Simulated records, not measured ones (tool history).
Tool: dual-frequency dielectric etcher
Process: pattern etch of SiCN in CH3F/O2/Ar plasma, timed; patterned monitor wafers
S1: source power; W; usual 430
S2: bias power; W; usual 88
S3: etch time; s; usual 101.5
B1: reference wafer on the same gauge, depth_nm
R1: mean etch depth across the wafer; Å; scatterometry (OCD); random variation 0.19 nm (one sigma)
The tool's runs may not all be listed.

| run | hour | S1 | S2 | S3 | B1 | R1 |
|---|---|---|---|---|---|---|
| 1 | 0 | 430 | 99 | 101.5 | 48.87 | 485.7 |
| 2 | 49.3 | 430 | 99 | 101.5 | 48.85 | 487.9 |
| 3 | 79 | 430 | 88 | 101.5 | 48.9 | 456.6 |
| 4 | 148.8 | 430 | 88 | 101.5 | 48.89 | 452.6 |
| 5 | 184.1 | 430 | 88 | 85.5 | 48.86 | 381.3 |
| 6 | 225.5 | 430 | 88 | 85.5 | 48.93 | 380.7 |
| 7 | 277.8 | 430 | 88 | 85.5 | 48.84 | 377.8 |
| 8 | 314.2 | 340 | 88 | 101.5 | 48.92 | 386.8 |
| 9 | 378.7 | 340 | 88 | 101.5 | 48.9 | 386.4 |
| 10 | 450.1 | 430 | 88 | 101.5 | 48.91 | 460.3 |
| 11 | 493.6 | 430 | 88 | 101.5 | 48.92 | 460.4 |
| 12 | 553.2 | 430 | 88 | 101.5 | 48.86 | 458 |
| 13 | 580 | 430 | 88 | 101.5 | 48.88 | 453.7 |
| 14 | 653.2 | 430 | 88 | 101.5 | 48.88 | 451.1 |
| 15 | 697.1 | 430 | 88 | 101.5 | 48.9 | 460.4 |
| 16 | 748.3 | 430 | 88 | 130 | 48.98 | 592.2 |
| 17 | 791.5 | 520 | 78 | 101.5 | 48.89 | 480.4 |
| 18 | 826.3 | 430 | 88 | 91 | 48.94 | 408.5 |
| 19 | 887.7 | 370 | 99 | 114.5 | 48.91 | 498.2 |
| 20 | 918.4 | 460 | 88 | 101.5 | 48.93 | 475.4 |
| 21 | 945.5 | 470 | 102 | 101.5 | 48.87 | 514.3 |
| 22 | 1017.1 | 330 | 77 | 84 | 48.85 | 293.5 |
| 23 | 1065.3 | 430 | 99 | 101.5 | 48.87 | 477 |
| 24 | 1119.7 | 510 | 78 | 118.5 | 48.82 | 544.3 |
| 25 | 1150.9 | 430 | 88 | 101.5 | 48.95 | 448.7 |
| 26 | 1216.1 | 430 | 73 | 121 | 48.89 | 481.9 |
| 27 | 1282.5 | 400 | 79 | 122.5 | 48.87 | 483.9 |
| 28 | 1345 | 320 | 88 | 131 | 48.87 | 470.7 |

Not shown: 5 entries that the log had between the listed runs. Between which runs, and how does the tool's hidden state differ before and after?
Between runs 9 and 10: upper electrode replaced (hour 415.9); source power generator calibrated (hour 432)
  etch rate over this chamber's usual, %: -1.42 -> -1.77; source power that arrives over what is set, %: -5 -> -0.286
  measured less the result without the state, R1: -17.8 -> -9.1 Å
Between runs 14 and 15: wet clean of the chamber (hour 696.6)
  etch rate over this chamber's usual, %: -2.76 -> -0.485; source power that arrives over what is set, %: -1.57 -> -1.81
  measured less the result without the state, R1: -17.2 -> -7.3 Å
Between runs 21 and 22: gauge calibrated (hour 976.9)
  etch rate over this chamber's usual, %: -1.69 -> -2.04; source power that arrives over what is set, %: -2.88 -> -3.13
  measured less the result without the state, R1: -18 -> -11.9 Å
Between runs 23 and 24: bias power generator calibrated (hour 1073.7)
  etch rate over this chamber's usual, %: -2.28 -> -2.54; source power that arrives over what is set, %: -3.28 -> -3.44
  measured less the result without the state, R1: -20.9 -> -26.3 Å
